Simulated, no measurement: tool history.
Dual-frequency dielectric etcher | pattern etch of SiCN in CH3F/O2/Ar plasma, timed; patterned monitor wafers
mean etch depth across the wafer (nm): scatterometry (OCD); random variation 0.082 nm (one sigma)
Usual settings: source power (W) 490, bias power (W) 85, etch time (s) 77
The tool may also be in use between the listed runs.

run	day	source power (W)	bias power (W)	etch time (s)	wafers since the last listed run	hours since the last wet clean	hours since the last source power generator calibration	hours since the last bias power generator calibration	hours since the last upper electrode change	hours since the gauge calibration	read-back reference wafer on the same gauge, depth_nm	mean etch depth across the wafer (nm)
1	0	490	85	77	0	379.8	2642.5	1791.1	4895.6	1189.3	40.33	34.62
2	2.817	490	85	88.5	670	447.4	2710.1	1858.7	4963.2	1256.9	40.3	39.82
3	5.642	490	85	77	672	515.2	2777.9	1926.5	5031	1324.7	40.3	34.65
# day 8.217: wet clean of the chamber
4	8.238	490	96	77	380	0.5	2840.2	1988.8	5093.3	1387	40.32	36.74
5	8.567	490	96	77	78	8.4	2848.1	1996.7	5101.2	1394.9	40.27	36.73
6	11.321	550	85	67.5	656	74.5	2914.2	2062.8	5167.3	1461	40.29	31.41
# day 12.658: upper electrode replaced
7	13.575	490	85	77	298	128.6	2968.3	2116.9	22	1515.1	40.26	34.64
8	16.475	490	85	77	690	198.2	3037.9	2186.5	91.6	1584.7	40.31	34.63
9	17.621	490	85	77	272	225.7	3065.4	2214	119.1	1612.2	40.31	34.64
# day 19.079: source power generator calibrated
10	19.638	490	85	77	440	274.1	13.4	2262.4	167.5	1660.6	40.31	34.45
11	21.471	490	85	77	436	318.1	57.4	2306.4	211.5	1704.6	40.33	34.44
12	22.925	400	85	77	346	353	92.3	2341.3	246.4	1739.5	40.3	32.91
13	24.1	490	85	98.5	279	381.2	120.5	2369.5	274.6	1767.7	40.28	44.3
14	26.888	410	85	98	664	448.1	187.4	2436.4	341.5	1834.6	40.32	42.19
15	28.283	490	85	77	332	481.6	220.9	2469.9	375	1868.1	40.28	34.68
16	30.5	490	73	92	528	534.8	274.1	2523.1	428.2	1921.3	40.29	38.22
17	32.625	490	103	77	506	585.8	325.1	2574.1	479.2	1972.3	40.3	38.19
# day 34.192: gauge calibrated
# day 35.025: wet clean of the chamber
18	35.258	490	72	77	389	5.6	388.3	2637.3	542.4	25.6	40.26	31.75
19	36.575	600	105	55.5	313	37.2	419.9	2668.9	574	57.2	40.27	29.24
20	38.1	490	75	77	363	73.8	456.5	2705.5	610.6	93.8	40.27	32.5
21	39.946	490	85	77	439	118.1	500.8	2749.8	654.9	138.1	40.36	34.64
22	41.958	490	85	77	479	166.4	549.1	2798.1	703.2	186.4	40.27	34.6
23	43.162	490	85	77	286	195.3	578	2827	732.1	215.3	40.29	34.68
# day 44.475: bias power generator calibrated
24	46.062	490	85	57.5	651	264.9	647.6	38.1	801.7	284.9	40.35	25.87
25	48.904	560	101	67.5	676	333.1	715.8	106.3	869.9	353.1	40.29	34.28
26	51.412	600	97	77	597	393.3	776	166.5	930.1	413.3	40.35	39.15
# day 57.2: wet clean of the chamber
27	57.896	490	85	77	1306	16.7	931.6	322.1	1085.7	568.9	40.31	34.65
28	59.817	580	85	94	457	62.8	977.7	368.2	1131.8	615	40.28	44.22
29	61.892	540	65	92	494	112.6	1027.5	418	1181.6	664.8	40.28	36.89

Forecast each of these 5 alternatives for the next run:
A	61.908	490	85	77	3	113	1027.9	418.4	1182	665.2	?	?
B	61.908	420	92	65.5	3	113	1027.9	418.4	1182	665.2	?	?
C	61.908	450	85	86	3	113	1027.9	418.4	1182	665.2	?	?
D	61.908	490	85	91	3	113	1027.9	418.4	1182	665.2	?	?
E	61.908	420	85	77	3	113	1027.9	418.4	1182	665.2	?	?

run	read-back reference wafer on the same gauge, depth_nm	mean etch depth across the wafer (nm)
A	40.3	34.67
B	40.3	29.53
C	40.3	37.88
D	40.3	40.97
E	40.3	33.33
Without the tool's hidden state the same runs would have given:
run	mean etch depth across the wafer (nm)
A	34.67
B	29.53
C	37.88
D	40.97
E	33.33
